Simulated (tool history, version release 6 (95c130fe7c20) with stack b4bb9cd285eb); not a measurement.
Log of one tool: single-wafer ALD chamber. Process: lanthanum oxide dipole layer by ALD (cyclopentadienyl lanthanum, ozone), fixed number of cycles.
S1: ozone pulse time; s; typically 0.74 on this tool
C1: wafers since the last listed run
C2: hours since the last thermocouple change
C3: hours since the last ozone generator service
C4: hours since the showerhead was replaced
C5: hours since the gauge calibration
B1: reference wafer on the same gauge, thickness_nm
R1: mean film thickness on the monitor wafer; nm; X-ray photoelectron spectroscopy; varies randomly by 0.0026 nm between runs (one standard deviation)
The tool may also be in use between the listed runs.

{"run": 1, "hour": 0.0, "S1": 0.65, "C1": 0, "C2": 1732.5, "C3": 1698.8, "C4": 2626.2, "C5": 76.0, "B1": 0.506, "R1": 0.403}
{"run": 2, "hour": 32.1, "S1": 0.74, "C1": 542, "C2": 1764.6, "C3": 1730.9, "C4": 2658.3, "C5": 108.1, "B1": 0.507, "R1": 0.43}
{"run": 3, "hour": 63.0, "S1": 0.74, "C1": 521, "C2": 1795.5, "C3": 1761.8, "C4": 2689.2, "C5": 139.0, "B1": 0.508, "R1": 0.428}
{"run": 4, "hour": 98.2, "S1": 0.74, "C1": 594, "C2": 1830.7, "C3": 1797.0, "C4": 2724.4, "C5": 174.2, "B1": 0.51, "R1": 0.435}
{"run": 5, "hour": 130.5, "S1": 0.74, "C1": 545, "C2": 1863.0, "C3": 1829.3, "C4": 2756.7, "C5": 206.5, "B1": 0.51, "R1": 0.434}
{"run": 6, "hour": 146.0, "S1": 0.74, "C1": 261, "C2": 1878.5, "C3": 1844.8, "C4": 2772.2, "C5": 222.0, "B1": 0.509, "R1": 0.429}
{"run": 7, "hour": 166.5, "S1": 0.74, "C1": 346, "C2": 1899.0, "C3": 1865.3, "C4": 2792.7, "C5": 242.5, "B1": 0.511, "R1": 0.435}
{"run": 8, "hour": 184.4, "S1": 0.87, "C1": 302, "C2": 1916.9, "C3": 1883.2, "C4": 2810.6, "C5": 260.4, "B1": 0.512, "R1": 0.465}
{"run": 9, "hour": 202.5, "S1": 0.74, "C1": 305, "C2": 1935.0, "C3": 1901.3, "C4": 2828.7, "C5": 278.5, "B1": 0.511, "R1": 0.43}
{"run": 10, "hour": 225.7, "S1": 0.74, "C1": 391, "C2": 1958.2, "C3": 1924.5, "C4": 2851.9, "C5": 301.7, "B1": 0.511, "R1": 0.437}
{"hour": 236.0, "done": "ozone generator serviced"}
{"run": 11, "hour": 259.0, "S1": 0.74, "C1": 427, "C2": 1991.5, "C3": 23.0, "C4": 2885.2, "C5": 335.0, "B1": 0.513, "R1": 0.435}
{"run": 12, "hour": 280.8, "S1": 0.95, "C1": 368, "C2": 2013.3, "C3": 44.8, "C4": 2907.0, "C5": 356.8, "B1": 0.513, "R1": 0.486}
{"run": 13, "hour": 296.8, "S1": 0.95, "C1": 270, "C2": 2029.3, "C3": 60.8, "C4": 2923.0, "C5": 372.8, "B1": 0.512, "R1": 0.481}
{"run": 14, "hour": 316.5, "S1": 0.95, "C1": 332, "C2": 2049.0, "C3": 80.5, "C4": 2942.7, "C5": 392.5, "B1": 0.513, "R1": 0.484}
{"run": 15, "hour": 340.9, "S1": 0.63, "C1": 412, "C2": 2073.4, "C3": 104.9, "C4": 2967.1, "C5": 416.9, "B1": 0.513, "R1": 0.4}
{"run": 16, "hour": 371.5, "S1": 0.97, "C1": 516, "C2": 2104.0, "C3": 135.5, "C4": 2997.7, "C5": 447.5, "B1": 0.515, "R1": 0.489}
{"run": 17, "hour": 406.5, "S1": 0.74, "C1": 590, "C2": 2139.0, "C3": 170.5, "C4": 3032.7, "C5": 482.5, "B1": 0.514, "R1": 0.438}
{"run": 18, "hour": 428.9, "S1": 0.74, "C1": 378, "C2": 2161.4, "C3": 192.9, "C4": 3055.1, "C5": 504.9, "B1": 0.515, "R1": 0.434}
{"hour": 449.1, "done": "thermocouple changed; heater temperature recalibrated"}
{"run": 19, "hour": 458.8, "S1": 0.6, "C1": 369, "C2": 9.7, "C3": 222.8, "C4": 3085.0, "C5": 534.8, "B1": 0.515, "R1": 0.394}
{"hour": 469.4, "done": "gauge calibrated"}
{"run": 20, "hour": 473.9, "S1": 0.98, "C1": 254, "C2": 24.8, "C3": 237.9, "C4": 3100.1, "C5": 4.5, "B1": 0.504, "R1": 0.485}
{"run": 21, "hour": 500.7, "S1": 0.53, "C1": 452, "C2": 51.6, "C3": 264.7, "C4": 3126.9, "C5": 31.3, "B1": 0.505, "R1": 0.351}
{"run": 22, "hour": 518.9, "S1": 0.5, "C1": 307, "C2": 69.8, "C3": 282.9, "C4": 3145.1, "C5": 49.5, "B1": 0.505, "R1": 0.341}
{"run": 23, "hour": 542.7, "S1": 0.61, "C1": 401, "C2": 93.6, "C3": 306.7, "C4": 3168.9, "C5": 73.3, "B1": 0.506, "R1": 0.389}
{"hour": 567.8, "done": "showerhead replaced"}
{"run": 24, "hour": 568.3, "S1": 0.46, "C1": 297, "C2": 119.2, "C3": 332.3, "C4": 0.5, "C5": 98.9, "B1": 0.508, "R1": 0.319}
{"run": 25, "hour": 582.9, "S1": 0.58, "C1": 246, "C2": 133.8, "C3": 346.9, "C4": 15.1, "C5": 113.5, "B1": 0.506, "R1": 0.376}
{"run": 26, "hour": 602.9, "S1": 0.74, "C1": 337, "C2": 153.8, "C3": 366.9, "C4": 35.1, "C5": 133.5, "B1": 0.507, "R1": 0.431}
{"run": 27, "hour": 619.5, "S1": 0.74, "C1": 280, "C2": 170.4, "C3": 383.5, "C4": 51.7, "C5": 150.1, "B1": 0.507, "R1": 0.434}
{"run": 28, "hour": 655.2, "S1": 1.01, "C1": 602, "C2": 206.1, "C3": 419.2, "C4": 87.4, "C5": 185.8, "B1": 0.508, "R1": 0.49}
{"run": 29, "hour": 669.0, "S1": 1.02, "C1": 233, "C2": 219.9, "C3": 433.0, "C4": 101.2, "C5": 199.6, "B1": 0.509, "R1": 0.49}
{"run": 30, "hour": 686.5, "S1": 0.91, "C1": 295, "C2": 237.4, "C3": 450.5, "C4": 118.7, "C5": 217.1, "B1": 0.509, "R1": 0.474}
{"run": 31, "hour": 710.6, "S1": 0.45, "C1": 406, "C2": 261.5, "C3": 474.6, "C4": 142.8, "C5": 241.2, "B1": 0.509, "R1": 0.312}
{"run": 32, "hour": 732.0, "S1": 1.0, "C1": 361, "C2": 282.9, "C3": 496.0, "C4": 164.2, "C5": 262.6, "B1": 0.509, "R1": 0.489}
{"run": 33, "hour": 760.6, "S1": 0.57, "C1": 482, "C2": 311.5, "C3": 524.6, "C4": 192.8, "C5": 291.2, "B1": 0.51, "R1": 0.375}
{"run": 34, "hour": 774.1, "S1": 0.81, "C1": 227, "C2": 325.0, "C3": 538.1, "C4": 206.3, "C5": 304.7, "B1": 0.511, "R1": 0.452}
{"run": 35, "hour": 796.5, "S1": 0.74, "C1": 378, "C2": 347.4, "C3": 560.5, "C4": 228.7, "C5": 327.1, "B1": 0.511, "R1": 0.438}

Measured result minus the same run's result without the hidden state. Both carry the same run-to-run variation, though not necessarily the same gauge scatter:
Hidden state present: wafer temperature above the value expected at the setpoint (K); ozone dose above that of a generator just serviced (%); gauge reads high (%).
run=1 R1=+0.002
run=2 R1=+0.002
run=3 R1=+0.003
run=4 R1=+0.003
run=5 R1=+0.004
run=6 R1=+0.004
run=7 R1=+0.005
run=8 R1=+0.005
run=9 R1=+0.005
run=10 R1=+0.005
run=11 R1=+0.006
run=12 R1=+0.007
run=13 R1=+0.007
run=14 R1=+0.008
run=15 R1=+0.007
run=16 R1=+0.009
run=17 R1=+0.009
run=18 R1=+0.009
run=19 R1=+0.009
run=20 R1=-0.001
run=21 R1=+0.000
run=22 R1=+0.001
run=23 R1=+0.001
run=24 R1=+0.001
run=25 R1=+0.002
run=26 R1=+0.002
run=27 R1=+0.002
run=28 R1=+0.003
run=29 R1=+0.003
run=30 R1=+0.004
run=31 R1=+0.003
run=32 R1=+0.005
run=33 R1=+0.004
run=34 R1=+0.005
run=35 R1=+0.005

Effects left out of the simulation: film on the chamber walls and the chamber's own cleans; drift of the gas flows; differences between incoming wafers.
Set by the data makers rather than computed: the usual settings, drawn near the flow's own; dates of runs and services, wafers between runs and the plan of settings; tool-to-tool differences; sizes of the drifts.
